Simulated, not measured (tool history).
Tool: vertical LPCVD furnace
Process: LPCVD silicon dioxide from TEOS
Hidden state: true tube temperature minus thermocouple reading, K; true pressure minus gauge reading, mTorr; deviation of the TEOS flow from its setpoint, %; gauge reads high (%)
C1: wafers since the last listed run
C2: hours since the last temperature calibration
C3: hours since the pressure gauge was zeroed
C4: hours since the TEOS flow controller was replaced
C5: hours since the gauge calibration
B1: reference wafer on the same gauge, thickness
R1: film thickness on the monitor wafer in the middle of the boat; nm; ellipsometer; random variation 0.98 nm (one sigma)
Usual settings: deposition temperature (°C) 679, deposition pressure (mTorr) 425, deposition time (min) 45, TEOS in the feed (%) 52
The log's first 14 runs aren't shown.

Run 15, hour 1119.3: usual settings but deposition time (min) 49; C1 792; C2 248.5; C3 1927; C4 4889.9; C5 279.1; B1 170.1. Result: R1 226.36 nm.
Run 16, hour 1223.9: usual settings but deposition time (min) 51.5; C1 1550; C2 353.1; C3 2031.6; C4 4994.5; C5 383.7; B1 170.22. Result: R1 238.52 nm.
At hour 1300.8: TEOS flow controller replaced.
Run 17, hour 1306.5: usual settings but deposition temperature (°C) 672, deposition pressure (mTorr) 525, deposition time (min) 54, TEOS in the feed (%) 56; C1 868; C2 435.7; C3 2114.2; C4 5.7; C5 466.3; B1 169.85. Result: R1 241.83 nm.
Run 18, hour 1400.9: usual settings but deposition temperature (°C) 687, deposition pressure (mTorr) 390, deposition time (min) 54.5, TEOS in the feed (%) 43; C1 1398; C2 530.1; C3 2208.6; C4 100.1; C5 560.7; B1 170.12. Result: R1 265.4 nm.
Run 19, hour 1507.7: usual settings; C1 1582; C2 636.9; C3 2315.4; C4 206.9; C5 667.5; B1 169.99. Result: R1 209.17 nm.
Run 20, hour 1580.8: usual settings but deposition pressure (mTorr) 495, deposition time (min) 51.5; C1 1083; C2 710; C3 2388.5; C4 280; C5 740.6; B1 169.95. Result: R1 256.85 nm.
At hour 1653.4: pressure gauge zeroed.
Run 21, hour 1662.9: usual settings but deposition time (min) 49; C1 860; C2 792.1; C3 9.5; C4 362.1; C5 822.7; B1 169.9. Result: R1 219.48 nm.
Run 22, hour 1766: usual settings but deposition temperature (°C) 686, deposition time (min) 60, TEOS in the feed (%) 62; C1 1527; C2 895.2; C3 112.6; C4 465.2; C5 925.8; B1 170.06. Result: R1 351 nm.
Run 23, hour 1811.6: usual settings; C1 675; C2 940.8; C3 158.2; C4 510.8; C5 971.4; B1 170.07. Result: R1 203.43 nm.
Run 24, hour 1919.4: usual settings but deposition time (min) 29; C1 1597; C2 1048.6; C3 266; C4 618.6; C5 1079.2; B1 170.16. Result: R1 130.58 nm.
Run 25, hour 2023.6: usual settings but deposition pressure (mTorr) 320; C1 1544; C2 1152.8; C3 370.2; C4 722.8; C5 1183.4; B1 170.17. Result: R1 179.5 nm.
Run 26, hour 2102.6: usual settings but deposition temperature (°C) 686; C1 1170; C2 1231.8; C3 449.2; C4 801.8; C5 1262.4; B1 170.04. Result: R1 245.2 nm.
Run 27, hour 2197.6: usual settings but deposition pressure (mTorr) 455; C1 1407; C2 1326.8; C3 544.2; C4 896.8; C5 1357.4; B1 169.76. Result: R1 210.2 nm.
Run 28, hour 2299.8: usual settings but deposition pressure (mTorr) 500; C1 1514; C2 1429; C3 646.4; C4 999; C5 1459.6; B1 170.1. Result: R1 222.06 nm.
At hour 2300.6: gauge calibrated.
Run 29, hour 2375.5: usual settings but deposition temperature (°C) 683, deposition pressure (mTorr) 345, deposition time (min) 35.5; C1 1121; C2 1504.7; C3 722.1; C4 1074.7; C5 74.9; B1 170.01. Result: R1 161.41 nm.
Run 30, hour 2441: usual settings; C1 970; C2 1570.2; C3 787.6; C4 1140.2; C5 140.4; B1 170.19. Result: R1 205.16 nm.

Forecast each of these 4 alternatives for the next run:
Run A, hour 2445.8: usual settings; C1 71; C2 1575; C3 792.4; C4 1145; C5 145.2; B1 ?. Result: R1 ?.
Run B, hour 2445.8: usual settings but deposition pressure (mTorr) 495, deposition time (min) 31; C1 71; C2 1575; C3 792.4; C4 1145; C5 145.2; B1 ?. Result: R1 ?.
Run C, hour 2445.8: usual settings but deposition temperature (°C) 672, deposition pressure (mTorr) 525, deposition time (min) 33, TEOS in the feed (%) 60; C1 71; C2 1575; C3 792.4; C4 1145; C5 145.2; B1 ?. Result: R1 ?.
Run D, hour 2445.8: usual settings but deposition temperature (°C) 669, deposition time (min) 54.5; C1 71; C2 1575; C3 792.4; C4 1145; C5 145.2; B1 ?. Result: R1 ?.

run      B1      R1
  A  169.85  206.35
  B  169.85  153.12
  C  169.85   151.8
  D  169.85  195.47
Without the tool's hidden state the same runs would have given:
run      R1
  A  203.53
  B  151.31
  C  150.12
  D   192.8
